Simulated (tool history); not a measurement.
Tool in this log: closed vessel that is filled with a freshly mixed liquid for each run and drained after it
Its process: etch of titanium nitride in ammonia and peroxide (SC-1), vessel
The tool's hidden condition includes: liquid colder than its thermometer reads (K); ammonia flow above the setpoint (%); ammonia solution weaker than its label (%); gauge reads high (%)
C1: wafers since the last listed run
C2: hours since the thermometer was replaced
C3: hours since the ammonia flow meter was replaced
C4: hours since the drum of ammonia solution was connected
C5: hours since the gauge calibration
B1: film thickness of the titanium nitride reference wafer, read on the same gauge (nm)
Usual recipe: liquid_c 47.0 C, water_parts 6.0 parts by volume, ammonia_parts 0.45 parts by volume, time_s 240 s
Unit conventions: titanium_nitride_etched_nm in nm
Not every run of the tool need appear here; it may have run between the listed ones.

Run 1, hour 0.0: usual settings; C1 0; C2 2866.1; C3 819.2; C4 674.6; C5 359.8; B1 130.00. Result: titanium_nitride_etched_nm 16.83 nm.
Run 2, hour 61.4: usual settings but water_parts 6.5 parts by volume; C1 4418; C2 2927.5; C3 880.6; C4 736.0; C5 421.2; B1 130.01. Result: titanium_nitride_etched_nm 15.99 nm.
Run 3, hour 90.0: usual settings but ammonia_parts 0.55 parts by volume; C1 2058; C2 2956.1; C3 909.2; C4 764.6; C5 449.8; B1 130.01. Result: titanium_nitride_etched_nm 17.35 nm.
Run 4, hour 119.4: usual settings but water_parts 5.0 parts by volume; C1 2115; C2 2985.5; C3 938.6; C4 794.0; C5 479.2; B1 129.99. Result: titanium_nitride_etched_nm 18.31 nm.
Run 5, hour 151.6: usual settings but water_parts 5.0 parts by volume; C1 2317; C2 3017.7; C3 970.8; C4 826.2; C5 511.4; B1 129.97. Result: titanium_nitride_etched_nm 18.21 nm.
At hour 178.3: ammonia flow meter replaced.
Run 6, hour 186.1: usual settings but water_parts 5.0 parts by volume; C1 2410; C2 3052.2; C3 7.8; C4 860.7; C5 545.9; B1 130.00. Result: titanium_nitride_etched_nm 18.01 nm.
Run 7, hour 214.2: usual settings but ammonia_parts 0.35 parts by volume; C1 2022; C2 3080.3; C3 35.9; C4 888.8; C5 574.0; B1 130.02. Result: titanium_nitride_etched_nm 15.93 nm.
Run 8, hour 242.7: usual settings but time_s 140 s; C1 2050; C2 3108.8; C3 64.4; C4 917.3; C5 602.5; B1 130.01. Result: titanium_nitride_etched_nm 9.70 nm.
Run 9, hour 262.2: usual settings but time_s 140 s; C1 1403; C2 3128.3; C3 83.9; C4 936.8; C5 622.0; B1 129.98. Result: titanium_nitride_etched_nm 9.68 nm.
At hour 267.2: gauge calibrated.
Run 10, hour 296.4: usual settings but liquid_c 44.5 C; C1 2461; C2 3162.5; C3 118.1; C4 971.0; C5 29.2; B1 130.04. Result: titanium_nitride_etched_nm 13.82 nm.
Run 11, hour 319.5: usual settings but liquid_c 55.5 C, water_parts 8.0 parts by volume, ammonia_parts 0.60 parts by volume, time_s 355 s; C1 1662; C2 3185.6; C3 141.2; C4 994.1; C5 52.3; B1 130.04. Result: titanium_nitride_etched_nm 40.59 nm.
Run 12, hour 332.9: usual settings but ammonia_parts 0.60 parts by volume, time_s 300 s; C1 964; C2 3199.0; C3 154.6; C4 1007.5; C5 65.7; B1 129.95. Result: titanium_nitride_etched_nm 21.46 nm.
At hour 347.3: thermometer replaced.
Run 13, hour 347.8: usual settings; C1 1000; C2 0.5; C3 169.5; C4 1022.4; C5 80.6; B1 130.01. Result: titanium_nitride_etched_nm 19.69 nm.
At hour 359.5: new drum of ammonia solution connected.
Run 14, hour 380.4: usual settings but liquid_c 57.0 C, ammonia_parts 0.60 parts by volume, time_s 145 s; C1 2274; C2 33.1; C3 202.1; C4 20.9; C5 113.2; B1 130.01. Result: titanium_nitride_etched_nm 24.66 nm.
Run 15, hour 412.9: usual settings but time_s 340 s; C1 2338; C2 65.6; C3 234.6; C4 53.4; C5 145.7; B1 129.96. Result: titanium_nitride_etched_nm 27.72 nm.
Run 16, hour 440.0: usual settings; C1 1950; C2 92.7; C3 261.7; C4 80.5; C5 172.8; B1 129.98. Result: titanium_nitride_etched_nm 19.53 nm.
Run 17, hour 455.8: usual settings but time_s 380 s; C1 1137; C2 108.5; C3 277.5; C4 96.3; C5 188.6; B1 130.00. Result: titanium_nitride_etched_nm 30.66 nm.
Run 18, hour 469.1: usual settings but liquid_c 43.5 C, ammonia_parts 0.60 parts by volume; C1 957; C2 121.8; C3 290.8; C4 109.6; C5 201.9; B1 130.00. Result: titanium_nitride_etched_nm 15.89 nm.
Run 19, hour 481.3: usual settings but liquid_c 55.5 C, water_parts 5.0 parts by volume, time_s 365 s; C1 877; C2 134.0; C3 303.0; C4 121.8; C5 214.1; B1 130.00. Result: titanium_nitride_etched_nm 58.09 nm.

Some steps in titanium_nitride_etched_nm, run to run, broken into two amounts with sign: the step expected even without the hidden condition (settings, incoming material, random variation), and the rest, left for the hidden condition together with whatever gauge scatter is not in both the measured and the hidden-condition-free result:
Run 10 -> 11: liquid_c 44.5 -> 55.5, water_parts 6.0 -> 8.0, ammonia_parts 0.45 -> 0.60, time_s 240 -> 355. titanium_nitride_etched_nm +26.77 nm: hidden state -5.47, all else +32.24.
Run 18 -> 19: liquid_c 43.5 -> 55.5, water_parts 6.0 -> 5.0, ammonia_parts 0.60 -> 0.45, time_s 240 -> 365. titanium_nitride_etched_nm +42.20 nm: hidden state -1.36, all else +43.56.
